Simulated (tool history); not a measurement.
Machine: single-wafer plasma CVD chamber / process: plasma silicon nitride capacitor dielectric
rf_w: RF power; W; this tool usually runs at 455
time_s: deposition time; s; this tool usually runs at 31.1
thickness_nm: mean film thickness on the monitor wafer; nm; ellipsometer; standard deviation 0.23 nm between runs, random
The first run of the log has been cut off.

| run | day | rf_w | time_s | wafers since the last listed run | hours since the last RF generator calibration | hours since the showerhead was replaced | hours since the gauge calibration | read-back reference wafer on the same gauge, thickness_nm | thickness_nm |
|---|---|---|---|---|---|---|---|---|---|
| 2 | 1.708 | 525 | 31.1 | 971 | 1544 | 2700.4 | 284.3 | 35.763 | 44.453 |
| 3 | 2.779 | 455 | 31.1 | 609 | 1569.7 | 2726.1 | 310 | 35.822 | 42.487 |
| 4 | 3.888 | 455 | 31.1 | 630 | 1596.3 | 2752.7 | 336.6 | 35.763 | 42.158 |
| 5 | 5.046 | 455 | 31.1 | 659 | 1624.1 | 2780.5 | 364.4 | 35.757 | 42.373 |
| 6 | 7.525 | 455 | 31.1 | 1410 | 1683.6 | 2840 | 423.9 | 35.835 | 42.963 |
| 7 | 8.958 | 455 | 31.1 | 815 | 1718 | 2874.4 | 458.3 | 35.849 | 42.82 |
| 8 | 11.312 | 455 | 31.1 | 1339 | 1774.5 | 2930.9 | 514.8 | 35.954 | 42.562 |
| 9 | 12.404 | 420 | 31.1 | 621 | 1800.7 | 2957.1 | 541 | 35.967 | 41.885 |
| 10 | 13.654 | 420 | 31.1 | 711 | 1830.7 | 2987.1 | 571 | 36.047 | 41.887 |
| 11 | 14.921 | 420 | 31.1 | 720 | 1861.1 | 3017.5 | 601.4 | 35.958 | 41.858 |
| 12 | 17.367 | 455 | 31.1 | 1391 | 1919.8 | 3076.2 | 660.1 | 35.959 | 43.169 |
| 13 | 19.208 | 455 | 31.1 | 1047 | 1964 | 3120.4 | 704.3 | 36.029 | 42.807 |
| 14 | 21.133 | 455 | 31.1 | 1095 | 2010.2 | 3166.6 | 750.5 | 36.112 | 42.757 |
| 15 | 23.454 | 455 | 33.6 | 1320 | 2065.9 | 3222.3 | 806.2 | 36.098 | 46.371 |
| 16 | 25.192 | 455 | 33.6 | 988 | 2107.6 | 3264 | 847.9 | 36.136 | 46.557 |
| 17 | 27.688 | 455 | 33.6 | 1420 | 2167.5 | 3323.9 | 907.8 | 36.116 | 46.746 |
| 18 | 30.454 | 455 | 31.1 | 1574 | 2233.9 | 3390.3 | 974.2 | 36.213 | 43.186 |
| 19 | 31.825 | 455 | 31.1 | 779 | 2266.8 | 3423.2 | 1007.1 | 36.161 | 42.616 |
| 20 | 33.567 | 455 | 31.1 | 990 | 2308.6 | 3465 | 1048.9 | 36.218 | 42.864 |
| 21 | 34.592 | 500 | 31.1 | 583 | 2333.2 | 3489.6 | 1073.5 | 36.219 | 44.571 |
| 22 | 37.275 | 395 | 33.6 | 1526 | 2397.6 | 3554 | 1137.9 | 36.111 | 44.597 |
|  | 39.725 | RF generator calibrated |
| 23 | 40.125 | 455 | 29.3 | 1431 | 9.6 | 3622.4 | 1206.3 | 36.196 | 40.322 |

What does the tool deliver on the next run?
| 24 | 42.746 | 495 | 35 | 1491 | 72.5 | 3685.3 | 1269.2 | ? | ? |

read-back reference wafer on the same gauge, thickness_nm: 36.234
thickness_nm: 49.672 nm
Had the tool carried no hidden state, the very same run would have given thickness_nm 48.389 nm.

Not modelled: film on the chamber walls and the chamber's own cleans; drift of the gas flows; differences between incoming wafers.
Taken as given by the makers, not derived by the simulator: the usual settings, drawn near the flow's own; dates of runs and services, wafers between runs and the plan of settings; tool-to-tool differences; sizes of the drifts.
